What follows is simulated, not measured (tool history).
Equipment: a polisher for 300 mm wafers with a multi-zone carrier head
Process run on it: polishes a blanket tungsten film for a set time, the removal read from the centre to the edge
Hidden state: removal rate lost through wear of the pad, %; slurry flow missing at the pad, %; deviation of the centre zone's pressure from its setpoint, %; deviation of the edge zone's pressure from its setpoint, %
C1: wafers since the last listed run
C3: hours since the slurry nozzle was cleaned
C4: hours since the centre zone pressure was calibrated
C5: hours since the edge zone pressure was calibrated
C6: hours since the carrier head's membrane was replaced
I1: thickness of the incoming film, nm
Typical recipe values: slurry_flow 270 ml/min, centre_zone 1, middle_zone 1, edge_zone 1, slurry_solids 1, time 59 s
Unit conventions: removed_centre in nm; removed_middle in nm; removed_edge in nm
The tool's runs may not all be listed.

Run 1, hour 0: usual settings; C1 0; wafers polished on this pad 746; C3 91.2; C4 319.3; C5 1068.7; C6 812.4; I1 1594.7. Result: removed_centre 280.2 nm, removed_middle 282.4 nm, removed_edge 277.2 nm.
Run 2, hour 15: usual settings but time 46 s; C1 214; wafers polished on this pad 961; C3 106.2; C4 334.3; C5 1083.7; C6 827.4; I1 1549.1. Result: removed_centre 219.9 nm, removed_middle 217.6 nm, removed_edge 214 nm.
At hour 17.8: edge zone pressure recalibrated.
Run 3, hour 23.9: usual settings but time 46 s; C1 98; wafers polished on this pad 1059; C3 115.1; C4 343.2; C5 6.1; C6 836.3; I1 1582.5. Result: removed_centre 213.2 nm, removed_middle 218.8 nm, removed_edge 211.3 nm.
Run 4, hour 41: usual settings but centre_zone 1.03, middle_zone 0.96, edge_zone 0.94; C1 244; wafers polished on this pad 1304; C3 132.2; C4 360.3; C5 23.2; C6 853.4; I1 1548.5. Result: removed_centre 279.9 nm, removed_middle 264.1 nm, removed_edge 264.7 nm.
At hour 51.8: carrier head's membrane replaced by a new one.
At hour 53.6: worn pad replaced by a new one.
Run 5, hour 54.1: usual settings but centre_zone 1.09, middle_zone 0.89, edge_zone 0.97, time 47 s; C1 89; wafers polished on this pad 6; C3 145.3; C4 373.4; C5 36.3; C6 2.3; I1 1567.5. Result: removed_centre 262.5 nm, removed_middle 211.7 nm, removed_edge 230.1 nm.
Run 6, hour 54.8: usual settings but slurry_flow 340 ml/min, middle_zone 0.91, edge_zone 1.11, slurry_solids 0.8; C1 10; wafers polished on this pad 16; C3 146; C4 374.1; C5 37; C6 3; I1 1589. Result: removed_centre 300.3 nm, removed_middle 271.1 nm, removed_edge 306.5 nm.
Run 7, hour 71.7: usual settings but slurry_flow 195 ml/min, middle_zone 0.91, edge_zone 1.09, time 76 s; C1 241; wafers polished on this pad 258; C3 162.9; C4 391; C5 53.9; C6 19.9; I1 1565.6. Result: removed_centre 366.2 nm, removed_middle 330.8 nm, removed_edge 379.4 nm.
At hour 74.7: centre zone pressure recalibrated.
Run 8, hour 89.4: usual settings but centre_zone 0.95; C1 224; wafers polished on this pad 483; C3 180.6; C4 14.7; C5 71.6; C6 37.6; I1 1590.1. Result: removed_centre 275.1 nm, removed_middle 282.3 nm, removed_edge 286 nm.
Run 9, hour 105.8: usual settings; C1 234; wafers polished on this pad 717; C3 197; C4 31.1; C5 88; C6 54; I1 1597.3. Result: removed_centre 283.3 nm, removed_middle 273.6 nm, removed_edge 278.1 nm.
At hour 141.3: slurry nozzle cleaned.
Run 10, hour 148: usual settings but slurry_flow 330 ml/min, time 44 s; C1 589; wafers polished on this pad 1307; C3 6.7; C4 73.3; C5 130.2; C6 96.2; I1 1542.2. Result: removed_centre 216.9 nm, removed_middle 209.9 nm, removed_edge 208.1 nm.
At hour 152.3: worn pad replaced by a new one.
Run 11, hour 154.4: usual settings but slurry_flow 245 ml/min, edge_zone 1.11; C1 34; wafers polished on this pad 29; C3 13.1; C4 79.7; C5 136.6; C6 102.6; I1 1563.8. Result: removed_centre 306 nm, removed_middle 290.2 nm, removed_edge 312 nm.
Run 12, hour 163.2: usual settings but centre_zone 0.93; C1 125; wafers polished on this pad 155; C3 21.9; C4 88.5; C5 145.4; C6 111.4; I1 1572.4. Result: removed_centre 282.5 nm, removed_middle 294.1 nm, removed_edge 293.3 nm.
Run 13, hour 173.7: usual settings but centre_zone 0.92, time 68 s; C1 150; wafers polished on this pad 306; C3 32.4; C4 99; C5 155.9; C6 121.9; I1 1561. Result: removed_centre 314.2 nm, removed_middle 327.4 nm, removed_edge 326.2 nm.
Run 14, hour 181.5: usual settings but centre_zone 0.96, middle_zone 0.89; C1 111; wafers polished on this pad 417; C3 40.2; C4 106.8; C5 163.7; C6 129.7; I1 1600.5. Result: removed_centre 277.5 nm, removed_middle 261.7 nm, removed_edge 287.6 nm.
Run 15, hour 187.9: usual settings; C1 91; wafers polished on this pad 509; C3 46.6; C4 113.2; C5 170.1; C6 136.1; I1 1579.1. Result: removed_centre 288.5 nm, removed_middle 285.3 nm, removed_edge 286.2 nm.
Run 16, hour 205.9: usual settings; C1 257; wafers polished on this pad 766; C3 64.6; C4 131.2; C5 188.1; C6 154.1; I1 1559.3. Result: removed_centre 279.7 nm, removed_middle 274.1 nm, removed_edge 275.4 nm.
Run 17, hour 217.4: usual settings; C1 164; wafers polished on this pad 931; C3 76.1; C4 142.7; C5 199.6; C6 165.6; I1 1538.5. Result: removed_centre 283 nm, removed_middle 275.9 nm, removed_edge 277.5 nm.
Run 18, hour 231.9: usual settings but centre_zone 1.05, middle_zone 1.04, time 50 s; C1 207; wafers polished on this pad 1138; C3 90.6; C4 157.2; C5 214.1; C6 180.1; I1 1554.5. Result: removed_centre 250.4 nm, removed_middle 242.6 nm, removed_edge 230.5 nm.
Run 19, hour 247.6: usual settings; C1 224; wafers polished on this pad 1363; C3 106.3; C4 172.9; C5 229.8; C6 195.8; I1 1591.7. Result: removed_centre 281 nm, removed_middle 272.6 nm, removed_edge 273.6 nm.
At hour 255.5: worn pad replaced by a new one.
Run 20, hour 257.8: usual settings; C1 88; wafers polished on this pad 33; C3 116.5; C4 183.1; C5 240; C6 206; I1 1576. Result: removed_centre 297.7 nm, removed_middle 290.2 nm, removed_edge 293.5 nm.
Run 21, hour 264.8: usual settings but middle_zone 0.95, edge_zone 1.05; C1 100; wafers polished on this pad 133; C3 123.5; C4 190.1; C5 247; C6 213; I1 1587.6. Result: removed_centre 295.7 nm, removed_middle 280.1 nm, removed_edge 299.9 nm.
Run 22, hour 275.2: usual settings but slurry_flow 345 ml/min; C1 148; wafers polished on this pad 281; C3 133.9; C4 200.5; C5 257.4; C6 223.4; I1 1561. Result: removed_centre 298.5 nm, removed_middle 292.4 nm, removed_edge 287.8 nm.

Below are 3 alternative next runs, each starting from the tool's condition after run 22. Predict each:
Run A, hour 275.6: usual settings but time 44 s; C1 5; wafers polished on this pad 287; C3 134.3; C4 200.9; C5 257.8; C6 223.8; I1 1563.5. Result: removed_centre ?, removed_middle ?, removed_edge ?.
Run B, hour 275.6: usual settings but middle_zone 1.09, slurry_solids 0.9, time 42 s; C1 5; wafers polished on this pad 287; C3 134.3; C4 200.9; C5 257.8; C6 223.8; I1 1563.5. Result: removed_centre ?, removed_middle ?, removed_edge ?.
Run C, hour 275.6: usual settings but middle_zone 0.94, edge_zone 1.1, slurry_solids 0.85; C1 5; wafers polished on this pad 287; C3 134.3; C4 200.9; C5 257.8; C6 223.8; I1 1563.5. Result: removed_centre ?, removed_middle ?, removed_edge ?.

run  removed_centre  removed_middle  removed_edge
  A           221.1           214.1         212.4
  B           206.9           215.5         198.4
  C           287.3           264.1         289.7
With no hidden state in the tool, these same runs would have given:
run  removed_centre  removed_middle  removed_edge
  A           230.4           223.1         221.4
  B           215.7           224.5         206.8
  C           299.4           275.3         301.9
